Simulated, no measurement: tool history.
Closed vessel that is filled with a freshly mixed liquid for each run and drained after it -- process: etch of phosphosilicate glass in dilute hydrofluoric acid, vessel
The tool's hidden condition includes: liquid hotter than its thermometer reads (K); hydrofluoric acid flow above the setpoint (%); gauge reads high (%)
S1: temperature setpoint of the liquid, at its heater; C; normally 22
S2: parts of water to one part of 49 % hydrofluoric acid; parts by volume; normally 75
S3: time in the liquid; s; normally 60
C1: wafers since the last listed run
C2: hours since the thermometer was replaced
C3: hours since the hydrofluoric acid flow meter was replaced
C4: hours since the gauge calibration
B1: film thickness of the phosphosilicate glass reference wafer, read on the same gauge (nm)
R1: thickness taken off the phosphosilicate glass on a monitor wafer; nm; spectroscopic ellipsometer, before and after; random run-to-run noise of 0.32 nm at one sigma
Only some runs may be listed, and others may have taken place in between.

run,hour,S1,S2,S3,C1,C2,C3,C4,B1,R1
1,0,22,75,60,0,372.1,852.7,635.6,40.02,44.4
2,98.4,22,75,60,8321,470.5,951.1,734,40,44.64
3,203,22,75,60,8845,575.1,1055.7,838.6,40.03,45.23
# hour 261.2: thermometer replaced
4,298.2,22,75,60,7966,37,1150.9,933.8,39.99,42.36
5,355.8,22,75,60,4870,94.6,1208.5,991.4,39.98,42.92
6,416.7,22,75,60,5150,155.5,1269.4,1052.3,39.99,43.32
7,467.9,22,75,60,4329,206.7,1320.6,1103.5,39.99,43.41
8,538.4,22,85,60,5961,277.2,1391.1,1174,40.01,37.76
9,593.4,22,85,60,4651,332.2,1446.1,1229,39.99,38
10,637.4,24,75,60,3720,376.2,1490.1,1273,39.99,47.54
# hour 654.8: hydrofluoric acid flow meter replaced
11,701.3,22,45,60,5319,440.1,46.5,1336.9,39.99,75.27
12,756.6,22,45,60,4676,495.4,101.8,1392.2,40.01,77.07
13,835.7,22,45,60,6689,574.5,180.9,1471.3,39.98,78.24
# hour 862.3: gauge calibrated
14,887.5,22,75,60,4380,626.3,232.7,25.2,40.03,44.67
# hour 925.3: thermometer replaced
15,946.3,22,75,60,4887,21,291.5,84,40.01,42.44
16,1019.6,22,75,60,6198,94.3,364.8,157.3,40,42.91
17,1306.8,20.5,75,60,24287,381.5,652,444.5,39.98,41.44
18,1396.4,22,105,85,7577,471.1,741.6,534.1,40.04,43.73
19,1454.5,18.5,45,45,4913,529.2,799.7,592.2,40.03,50.1
20,1497.1,26.5,65,85,3602,571.8,842.3,634.8,39.97,88.97
# hour 1640.7: thermometer replaced
21,1670.8,22,110,60,14604,30.1,1016,808.5,40.04,28
22,1776.9,20,60,70,8972,136.2,1122.1,914.6,40.03,58.23
23,1881,27,60,70,8803,240.3,1226.2,1018.7,40.02,79.73
24,1948.1,22,75,60,5674,307.4,1293.3,1085.8,40.02,44.2
# hour 2009.4: hydrofluoric acid flow meter replaced
25,2067.9,22,45,90,10046,427.2,58.5,1205.6,40.02,116.73
26,2164.8,22,75,60,8194,524.1,155.4,1302.5,39.99,45.4
27,2204.7,22,60,60,3374,564,195.3,1342.4,39.99,57.42
# hour 2296.2: gauge calibrated
28,2321.8,22,75,60,9902,681.1,312.4,25.6,40.03,45.71
29,2360.7,22,75,80,3289,720,351.3,64.5,39.99,60.85
# hour 2432.2: thermometer replaced
30,2451.8,22,75,60,7619,19.6,442.4,155.6,39.99,42.68
31,2501.8,22,40,60,4228,69.6,492.4,205.6,39.98,84.67
32,2562.8,22,75,30,5158,130.6,553.4,266.6,40.01,21.58

Predict each of these 4 candidate next runs independently; none follows another, all start after run 32:
A,2563.5,22,95,60,59,131.3,554.1,267.3,?,?
B,2563.5,22,90,60,59,131.3,554.1,267.3,?,?
C,2563.5,20,115,85,59,131.3,554.1,267.3,?,?
D,2563.5,20,75,80,59,131.3,554.1,267.3,?,?

run,B1,R1
A,39.98,33.5
B,39.98,35.58
C,39.98,35.34
D,39.98,53.39
With the hidden condition removed and each run's random variation left untouched, the same runs would have given:
run,R1
A,32.7
B,34.72
C,34.49
D,52.07

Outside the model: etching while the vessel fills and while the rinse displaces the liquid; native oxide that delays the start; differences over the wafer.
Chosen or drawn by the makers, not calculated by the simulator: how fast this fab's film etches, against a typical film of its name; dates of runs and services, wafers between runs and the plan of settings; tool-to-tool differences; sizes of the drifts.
